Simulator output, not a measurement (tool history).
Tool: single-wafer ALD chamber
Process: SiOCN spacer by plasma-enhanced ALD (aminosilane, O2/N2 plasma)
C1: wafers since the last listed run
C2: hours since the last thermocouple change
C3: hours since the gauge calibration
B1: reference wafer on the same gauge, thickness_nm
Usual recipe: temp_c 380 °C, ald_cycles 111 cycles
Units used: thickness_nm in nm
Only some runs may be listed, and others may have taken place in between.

{"run": 1, "hour": 0.0, "temp_c": 380, "ald_cycles": 111, "C1": 0, "C2": 2426.9, "C3": 239.3, "B1": 7.254, "thickness_nm": 6.724}
{"run": 2, "hour": 22.6, "temp_c": 380, "ald_cycles": 111, "C1": 56, "C2": 2449.5, "C3": 261.9, "B1": 7.256, "thickness_nm": 6.74}
{"run": 3, "hour": 39.5, "temp_c": 380, "ald_cycles": 111, "C1": 42, "C2": 2466.4, "C3": 278.8, "B1": 7.266, "thickness_nm": 6.763}
{"run": 4, "hour": 66.4, "temp_c": 380, "ald_cycles": 111, "C1": 67, "C2": 2493.3, "C3": 305.7, "B1": 7.272, "thickness_nm": 6.781}
{"run": 5, "hour": 99.6, "temp_c": 385, "ald_cycles": 111, "C1": 82, "C2": 2526.5, "C3": 338.9, "B1": 7.287, "thickness_nm": 6.765}
{"run": 6, "hour": 119.6, "temp_c": 385, "ald_cycles": 111, "C1": 49, "C2": 2546.5, "C3": 358.9, "B1": 7.289, "thickness_nm": 6.767}
{"run": 7, "hour": 153.8, "temp_c": 385, "ald_cycles": 111, "C1": 85, "C2": 2580.7, "C3": 393.1, "B1": 7.299, "thickness_nm": 6.773}
{"run": 8, "hour": 166.5, "temp_c": 380, "ald_cycles": 106, "C1": 31, "C2": 2593.4, "C3": 405.8, "B1": 7.302, "thickness_nm": 6.489}
{"run": 9, "hour": 193.0, "temp_c": 380, "ald_cycles": 106, "C1": 66, "C2": 2619.9, "C3": 432.3, "B1": 7.307, "thickness_nm": 6.477}
{"run": 10, "hour": 225.4, "temp_c": 380, "ald_cycles": 106, "C1": 80, "C2": 2652.3, "C3": 464.7, "B1": 7.318, "thickness_nm": 6.485}
{"run": 11, "hour": 255.5, "temp_c": 380, "ald_cycles": 99, "C1": 75, "C2": 2682.4, "C3": 494.8, "B1": 7.33, "thickness_nm": 6.059}
{"run": 12, "hour": 282.2, "temp_c": 380, "ald_cycles": 99, "C1": 66, "C2": 2709.1, "C3": 521.5, "B1": 7.334, "thickness_nm": 6.096}
{"run": 13, "hour": 317.1, "temp_c": 370, "ald_cycles": 96, "C1": 86, "C2": 2744.0, "C3": 556.4, "B1": 7.351, "thickness_nm": 5.87}
{"hour": 320.1, "done": "gauge calibrated"}
{"run": 14, "hour": 346.5, "temp_c": 368, "ald_cycles": 111, "C1": 73, "C2": 2773.4, "C3": 26.4, "B1": 7.217, "thickness_nm": 6.706}
{"run": 15, "hour": 370.1, "temp_c": 391, "ald_cycles": 111, "C1": 58, "C2": 2797.0, "C3": 50.0, "B1": 7.227, "thickness_nm": 6.711}
{"hour": 383.8, "done": "thermocouple changed; heater temperature recalibrated"}
{"run": 16, "hour": 400.0, "temp_c": 388, "ald_cycles": 131, "C1": 54, "C2": 16.2, "C3": 79.9, "B1": 7.233, "thickness_nm": 7.905}
{"run": 17, "hour": 422.8, "temp_c": 389, "ald_cycles": 117, "C1": 56, "C2": 39.0, "C3": 102.7, "B1": 7.237, "thickness_nm": 7.082}
{"run": 18, "hour": 445.5, "temp_c": 380, "ald_cycles": 111, "C1": 56, "C2": 61.7, "C3": 125.4, "B1": 7.243, "thickness_nm": 6.739}
{"run": 19, "hour": 480.6, "temp_c": 380, "ald_cycles": 111, "C1": 87, "C2": 96.8, "C3": 160.5, "B1": 7.253, "thickness_nm": 6.757}
{"run": 20, "hour": 497.8, "temp_c": 391, "ald_cycles": 101, "C1": 42, "C2": 114.0, "C3": 177.7, "B1": 7.261, "thickness_nm": 6.112}
{"run": 21, "hour": 530.2, "temp_c": 367, "ald_cycles": 111, "C1": 80, "C2": 146.4, "C3": 210.1, "B1": 7.265, "thickness_nm": 6.752}
{"run": 22, "hour": 548.3, "temp_c": 385, "ald_cycles": 111, "C1": 45, "C2": 164.5, "C3": 228.2, "B1": 7.271, "thickness_nm": 6.756}
{"run": 23, "hour": 567.1, "temp_c": 367, "ald_cycles": 131, "C1": 46, "C2": 183.3, "C3": 247.0, "B1": 7.281, "thickness_nm": 7.977}
{"run": 24, "hour": 583.6, "temp_c": 373, "ald_cycles": 94, "C1": 41, "C2": 199.8, "C3": 263.5, "B1": 7.282, "thickness_nm": 5.755}

Consider 5 possible next runs. They are alternatives, not a sequence: every one starts from the tool as it was left by run 24. What does each give?
{"run": "A", "hour": 584.2, "temp_c": 375, "ald_cycles": 111, "C1": 1, "C2": 200.4, "C3": 264.1, "B1": "?", "thickness_nm": "?"}
{"run": "B", "hour": 584.2, "temp_c": 388, "ald_cycles": 120, "C1": 1, "C2": 200.4, "C3": 264.1, "B1": "?", "thickness_nm": "?"}
{"run": "C", "hour": 584.2, "temp_c": 373, "ald_cycles": 91, "C1": 1, "C2": 200.4, "C3": 264.1, "B1": "?", "thickness_nm": "?"}
{"run": "D", "hour": 584.2, "temp_c": 373, "ald_cycles": 128, "C1": 1, "C2": 200.4, "C3": 264.1, "B1": "?", "thickness_nm": "?"}
{"run": "E", "hour": 584.2, "temp_c": 380, "ald_cycles": 97, "C1": 1, "C2": 200.4, "C3": 264.1, "B1": "?", "thickness_nm": "?"}

run=A B1=7.284 thickness_nm=6.762
run=B B1=7.284 thickness_nm=7.310
run=C B1=7.284 thickness_nm=5.544
run=D B1=7.284 thickness_nm=7.798
run=E B1=7.284 thickness_nm=5.909
Without the tool's unlogged condition, the same runs would have read:
run=A thickness_nm=6.693
run=B thickness_nm=7.236
run=C thickness_nm=5.487
run=D thickness_nm=7.718
run=E thickness_nm=5.849
